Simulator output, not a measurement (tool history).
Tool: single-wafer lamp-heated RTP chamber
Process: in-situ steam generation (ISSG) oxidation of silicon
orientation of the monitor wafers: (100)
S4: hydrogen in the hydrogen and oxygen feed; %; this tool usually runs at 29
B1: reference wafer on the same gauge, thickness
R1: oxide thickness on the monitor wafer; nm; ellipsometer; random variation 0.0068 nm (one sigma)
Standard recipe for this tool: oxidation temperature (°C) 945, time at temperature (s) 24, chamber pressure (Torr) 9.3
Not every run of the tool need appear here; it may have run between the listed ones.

run 1 day=0.000 | oxidation_temperature_(°C)=945 time_at_temperature_(s)=31 chamber_pressure_(Torr)=9.3 S4=29 | B1=3.679 | R1=5.269
run 2 day=0.671 | oxidation_temperature_(°C)=945 time_at_temperature_(s)=31 chamber_pressure_(Torr)=9.3 S4=29 | B1=3.681 | R1=5.279
run 3 day=1.267 | oxidation_temperature_(°C)=945 time_at_temperature_(s)=31 chamber_pressure_(Torr)=9.3 S4=29 | B1=3.678 | R1=5.279
run 4 day=1.529 | oxidation_temperature_(°C)=958 time_at_temperature_(s)=24 chamber_pressure_(Torr)=9.3 S4=29 | B1=3.679 | R1=4.923
run 5 day=1.817 | oxidation_temperature_(°C)=958 time_at_temperature_(s)=24 chamber_pressure_(Torr)=9.3 S4=29 | B1=3.680 | R1=4.935
run 6 day=2.083 | oxidation_temperature_(°C)=958 time_at_temperature_(s)=24 chamber_pressure_(Torr)=9.3 S4=29 | B1=3.681 | R1=4.938
run 7 day=2.462 | oxidation_temperature_(°C)=945 time_at_temperature_(s)=24 chamber_pressure_(Torr)=9.3 S4=29 | B1=3.679 | R1=4.707
run 8 day=3.075 | oxidation_temperature_(°C)=945 time_at_temperature_(s)=24 chamber_pressure_(Torr)=9.3 S4=29 | B1=3.680 | R1=4.723
-- day=3.533 hydrogen flow controller replaced
run 9 day=3.675 | oxidation_temperature_(°C)=945 time_at_temperature_(s)=24 chamber_pressure_(Torr)=9.3 S4=29 | B1=3.681 | R1=4.735
run 10 day=4.342 | oxidation_temperature_(°C)=945 time_at_temperature_(s)=31 chamber_pressure_(Torr)=9.3 S4=29 | B1=3.680 | R1=5.302
run 11 day=4.854 | oxidation_temperature_(°C)=938 time_at_temperature_(s)=24 chamber_pressure_(Torr)=9.3 S4=29 | B1=3.680 | R1=4.631
run 12 day=5.271 | oxidation_temperature_(°C)=945 time_at_temperature_(s)=15 chamber_pressure_(Torr)=8.1 S4=29 | B1=3.681 | R1=3.985
-- day=5.692 gauge calibrated
-- day=5.988 pressure gauge zeroed
-- day=6.221 pyrometer window cleaned and pyrometer calibrated
run 13 day=6.242 | oxidation_temperature_(°C)=945 time_at_temperature_(s)=24 chamber_pressure_(Torr)=9.3 S4=29 | B1=3.680 | R1=4.537
run 14 day=6.254 | oxidation_temperature_(°C)=945 time_at_temperature_(s)=24 chamber_pressure_(Torr)=9.3 S4=32 | B1=3.680 | R1=4.640
run 15 day=6.908 | oxidation_temperature_(°C)=945 time_at_temperature_(s)=24 chamber_pressure_(Torr)=10.2 S4=29 | B1=3.680 | R1=4.448
run 16 day=7.217 | oxidation_temperature_(°C)=945 time_at_temperature_(s)=24 chamber_pressure_(Torr)=10.2 S4=24 | B1=3.679 | R1=4.269
run 17 day=7.829 | oxidation_temperature_(°C)=945 time_at_temperature_(s)=24 chamber_pressure_(Torr)=9.3 S4=23 | B1=3.680 | R1=4.311
run 18 day=8.492 | oxidation_temperature_(°C)=933 time_at_temperature_(s)=27 chamber_pressure_(Torr)=9.8 S4=29 | B1=3.679 | R1=4.553

Some steps in R1, run to run, broken into two amounts with sign: the step expected even without the hidden condition (settings, incoming material, random variation), and the rest, left for the hidden condition together with whatever gauge scatter is not in both the measured and the hidden-condition-free result:
The hidden state here: true wafer temperature minus pyrometer reading, K; true pressure minus gauge reading, Torr; deviation of the hydrogen flow from its setpoint, %; gauge reads high (%).
Run 10 -> 11: oxidation temperature (°C) 945 -> 938, time at temperature (s) 31 -> 24. R1 -0.671 nm: hidden state -0.053, all else -0.618.
Run 12 -> 13: time at temperature (s) 15 -> 24, chamber pressure (Torr) 8.1 -> 9.3, gauge calibrated, pressure gauge zeroed, pyrometer window cleaned and pyrometer calibrated. R1 +0.552 nm: hidden state -0.142, all else +0.694.
